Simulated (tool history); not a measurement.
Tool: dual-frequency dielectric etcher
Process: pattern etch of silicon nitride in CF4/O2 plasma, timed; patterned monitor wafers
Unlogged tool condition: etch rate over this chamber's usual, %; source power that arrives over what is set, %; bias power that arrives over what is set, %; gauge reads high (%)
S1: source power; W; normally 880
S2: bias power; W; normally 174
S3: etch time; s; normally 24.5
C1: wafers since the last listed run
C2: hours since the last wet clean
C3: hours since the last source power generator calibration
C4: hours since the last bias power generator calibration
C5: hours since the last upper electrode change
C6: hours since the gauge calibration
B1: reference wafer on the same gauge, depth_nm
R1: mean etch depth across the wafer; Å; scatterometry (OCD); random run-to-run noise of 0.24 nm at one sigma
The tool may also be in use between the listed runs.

run,hour,S1,S2,S3,C1,C2,C3,C4,C5,C6,B1,R1
1,0.0,880,174,24.5,0,4.6,1262.1,1683.0,2937.2,398.4,78.5,745
2,38.1,880,189,24.5,560,42.7,1300.2,1721.1,2975.3,436.5,78.7,758
3,124.0,880,174,24.5,1264,128.6,1386.1,1807.0,3061.2,522.4,78.6,731
4,190.8,880,174,24.5,983,195.4,1452.9,1873.8,3128.0,589.2,78.6,721
5,297.6,880,174,24.5,1572,302.2,1559.7,1980.6,3234.8,696.0,78.7,722
# hour 394.8: wet clean of the chamber
6,399.6,880,174,24.5,1148,4.8,1661.7,2082.6,3336.8,798.0,78.6,738
7,442.2,880,183,24.5,627,47.4,1704.3,2125.2,3379.4,840.6,78.6,751
8,581.7,760,174,24.5,2053,186.9,1843.8,2264.7,3518.9,980.1,78.6,646
# hour 622.7: source power generator calibrated
# hour 698.4: bias power generator calibrated
9,765.4,760,174,24.5,2586,370.6,142.7,67.0,3702.6,1163.8,78.7,633
# hour 774.8: gauge calibrated
# hour 810.5: wet clean of the chamber
10,826.4,830,174,24.5,544,15.9,203.7,128.0,3763.6,51.6,78.7,700
11,877.9,1080,193,20.0,758,67.4,255.2,179.5,3815.1,103.1,78.7,729
12,960.6,880,174,24.5,1217,150.1,337.9,262.2,3897.8,185.8,78.7,720
13,1007.6,880,174,24.5,691,197.1,384.9,309.2,3944.8,232.8,78.7,722
# hour 1056.5: upper electrode replaced
14,1057.0,1010,174,24.5,373,246.5,434.3,358.6,0.5,282.2,78.6,798
15,1094.1,880,174,24.5,546,283.6,471.4,395.7,37.6,319.3,78.6,712
16,1170.7,780,216,21.5,1127,360.2,548.0,472.3,114.2,395.9,78.6,609
# hour 1280.8: wet clean of the chamber
17,1281.3,1070,209,30.0,1275,0.5,658.6,582.9,224.8,506.5,78.7,1130
18,1369.0,1010,174,24.5,1291,88.2,746.3,670.6,312.5,594.2,78.7,825
19,1418.3,990,174,21.5,725,137.5,795.6,719.9,361.8,643.5,78.6,704
20,1496.7,750,174,24.5,1154,215.9,874.0,798.3,440.2,721.9,78.8,632

The same runs without the tool's hidden state, with the same run-to-run variation:
run,R1
1,741
2,757
3,735
4,731
5,739
6,735
7,751
8,655
9,653
10,703
11,736
12,733
13,739
14,820
15,734
16,633
17,1130
18,831
19,713
20,645
